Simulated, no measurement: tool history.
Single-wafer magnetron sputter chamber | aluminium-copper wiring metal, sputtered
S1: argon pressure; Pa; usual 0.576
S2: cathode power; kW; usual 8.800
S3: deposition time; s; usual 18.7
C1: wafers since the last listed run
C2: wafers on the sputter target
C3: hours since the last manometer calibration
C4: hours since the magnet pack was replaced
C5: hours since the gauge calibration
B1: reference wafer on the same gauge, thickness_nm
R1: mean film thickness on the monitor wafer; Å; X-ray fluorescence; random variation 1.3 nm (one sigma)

| run | day | S1 | S2 | S3 | C1 | C2 | C3 | C4 | C5 | B1 | R1 |
|---|---|---|---|---|---|---|---|---|---|---|---|
| 1 | 0.000 | 0.576 | 8.800 | 16.3 | 0 | 580 | 599.5 | 9235.4 | 2618.3 | 249.910 | 2139.28 |
|  | 1.150 | gauge calibrated |
| 2 | 1.996 | 0.576 | 8.800 | 18.7 | 1629 | 2210 | 647.4 | 9283.3 | 20.3 | 250.250 | 2453.06 |
| 3 | 4.171 | 0.576 | 8.800 | 18.7 | 1775 | 3986 | 699.6 | 9335.5 | 72.5 | 249.880 | 2439.05 |
| 4 | 5.442 | 0.576 | 8.800 | 18.7 | 1037 | 5023 | 730.1 | 9366.0 | 103.0 | 250.037 | 2437.57 |
| 5 | 8.183 | 0.576 | 8.800 | 18.7 | 2238 | 7262 | 795.9 | 9431.8 | 168.8 | 249.612 | 2404.36 |
| 6 | 9.650 | 0.576 | 8.800 | 18.7 | 1197 | 8460 | 831.1 | 9467.0 | 204.0 | 249.923 | 2413.55 |
|  | 12.250 | capacitance manometer re-zeroed and calibrated |
| 7 | 13.008 | 0.576 | 8.800 | 18.7 | 2470 | 10930 | 18.2 | 9547.6 | 284.6 | 249.976 | 2478.09 |
| 8 | 15.479 | 0.576 | 8.800 | 18.7 | 2017 | 12947 | 77.5 | 9606.9 | 343.9 | 249.720 | 2471.01 |
| 9 | 18.067 | 0.396 | 10.250 | 18.7 | 2112 | 15060 | 139.6 | 9669.0 | 406.0 | 249.964 | 3202.55 |
|  | 18.579 | sputter target and shields replaced |
| 10 | 20.862 | 0.518 | 9.500 | 19.9 | 2010 | 1863 | 206.7 | 9736.1 | 473.1 | 250.066 | 2986.56 |
| 11 | 29.617 | 0.576 | 8.800 | 18.7 | 7148 | 9011 | 416.8 | 9946.2 | 683.2 | 249.995 | 2441.16 |
| 12 | 32.512 | 0.428 | 8.800 | 18.7 | 2364 | 11376 | 486.3 | 10015.7 | 752.7 | 249.898 | 2681.92 |
| 13 | 35.371 | 0.493 | 9.650 | 18.7 | 2333 | 13710 | 554.9 | 10084.3 | 821.3 | 250.103 | 2753.05 |
| 14 | 36.433 | 0.764 | 10.900 | 16.4 | 867 | 14577 | 580.4 | 10109.8 | 846.8 | 250.432 | 2297.49 |
|  | 36.792 | magnet pack replaced |
|  | 37.783 | sputter target and shields replaced |
| 15 | 39.025 | 0.576 | 8.800 | 18.7 | 1571 | 1013 | 642.6 | 53.6 | 909.0 | 250.072 | 2482.76 |
| 16 | 40.779 | 0.706 | 7.500 | 22.3 | 1432 | 2445 | 684.7 | 95.7 | 951.1 | 249.840 | 2319.17 |
| 17 | 42.329 | 0.576 | 8.800 | 18.7 | 1265 | 3711 | 721.9 | 132.9 | 988.3 | 250.192 | 2465.07 |
| 18 | 44.279 | 0.576 | 8.800 | 18.7 | 1592 | 5303 | 768.7 | 179.7 | 1035.1 | 250.080 | 2434.72 |
| 19 | 46.275 | 0.463 | 7.800 | 18.7 | 1629 | 6933 | 816.6 | 227.6 | 1083.0 | 250.222 | 2352.35 |
| 20 | 48.012 | 0.365 | 7.850 | 20.2 | 1418 | 8352 | 858.3 | 269.3 | 1124.7 | 250.338 | 2688.50 |
| 21 | 49.096 | 0.576 | 8.800 | 15.9 | 884 | 9236 | 884.3 | 295.3 | 1150.7 | 249.780 | 2049.25 |
| 22 | 51.742 | 0.643 | 10.100 | 15.6 | 2160 | 11397 | 947.8 | 358.8 | 1214.2 | 249.920 | 2170.93 |
| 23 | 52.838 | 0.576 | 8.800 | 18.7 | 894 | 12291 | 974.1 | 385.1 | 1240.5 | 249.830 | 2374.99 |
|  | 54.225 | capacitance manometer re-zeroed and calibrated |
| 24 | 55.533 | 0.649 | 8.150 | 15.8 | 1929 | 14220 | 31.4 | 449.8 | 1305.2 | 250.143 | 1825.43 |
| 25 | 57.050 | 0.576 | 8.800 | 18.7 | 1238 | 15459 | 67.8 | 486.2 | 1341.6 | 250.259 | 2438.20 |
| 26 | 58.829 | 0.740 | 7.600 | 20.0 | 1452 | 16912 | 110.5 | 528.9 | 1384.3 | 249.936 | 2061.10 |
|  | 59.896 | sputter target and shields replaced |
| 27 | 60.400 | 0.770 | 9.600 | 15.1 | 1010 | 410 | 148.2 | 566.6 | 1422.0 | 249.676 | 1959.28 |
| 28 | 63.279 | 0.764 | 7.150 | 22.2 | 2350 | 2761 | 217.3 | 635.7 | 1491.1 | 249.596 | 2171.41 |
| 29 | 64.454 | 0.576 | 8.800 | 18.7 | 959 | 3720 | 245.5 | 663.9 | 1519.3 | 250.186 | 2485.15 |
| 30 | 66.367 | 0.576 | 8.800 | 18.7 | 1561 | 5282 | 291.4 | 709.8 | 1565.2 | 249.697 | 2461.23 |
| 31 | 67.950 | 0.494 | 10.400 | 20.0 | 1292 | 6575 | 329.4 | 747.8 | 1603.2 | 250.060 | 3233.42 |
| 32 | 70.704 | 0.366 | 7.400 | 16.4 | 2248 | 8824 | 395.5 | 813.9 | 1669.3 | 249.858 | 2084.81 |
| 33 | 72.229 | 0.698 | 7.450 | 16.9 | 1245 | 10069 | 432.1 | 850.5 | 1705.9 | 250.426 | 1747.33 |

How the hidden state differs across the entries between the runs, from the last listed run before each to the first after it:
Between runs 1 and 2: gauge calibrated (day 1.150)
  deposition rate above that of a new target (%): -0.158 -> -0.472; true argon pressure above the setpoint (%): 8.26 -> 8.83
  measured less the result without the state, R1: -65.60 -> -88.12 Å
Between runs 6 and 7: capacitance manometer re-zeroed and calibrated (day 12.250)
  deposition rate above that of a new target (%): -1.67 -> -2.2; true argon pressure above the setpoint (%): 11 -> -0.363
  measured less the result without the state, R1: -136.10 -> -52.59 Å
Between runs 9 and 10: sputter target and shields replaced (day 18.579)
  deposition rate above that of a new target (%): -3 -> -0.77; true argon pressure above the setpoint (%): 1.06 -> 1.85
  measured less the result without the state, R1: -106.92 -> -40.53 Å
Between runs 14 and 15: magnet pack replaced (day 36.792); sputter target and shields replaced (day 37.783)
  deposition rate above that of a new target (%): -3.22 -> -0.471; true argon pressure above the setpoint (%): 6.24 -> 6.97
  measured less the result without the state, R1: -145.43 -> -72.79 Å
Between runs 23 and 24: capacitance manometer re-zeroed and calibrated (day 54.225)
  deposition rate above that of a new target (%): -2.64 -> -3.06; true argon pressure above the setpoint (%): 10.9 -> 1.5
  measured less the result without the state, R1: -157.82 -> -68.89 Å
Between runs 26 and 27: sputter target and shields replaced (day 59.896)
  deposition rate above that of a new target (%): -3.58 -> -0.373; true argon pressure above the setpoint (%): 2.43 -> 2.87
  measured less the result without the state, R1: -99.98 -> -33.77 Å
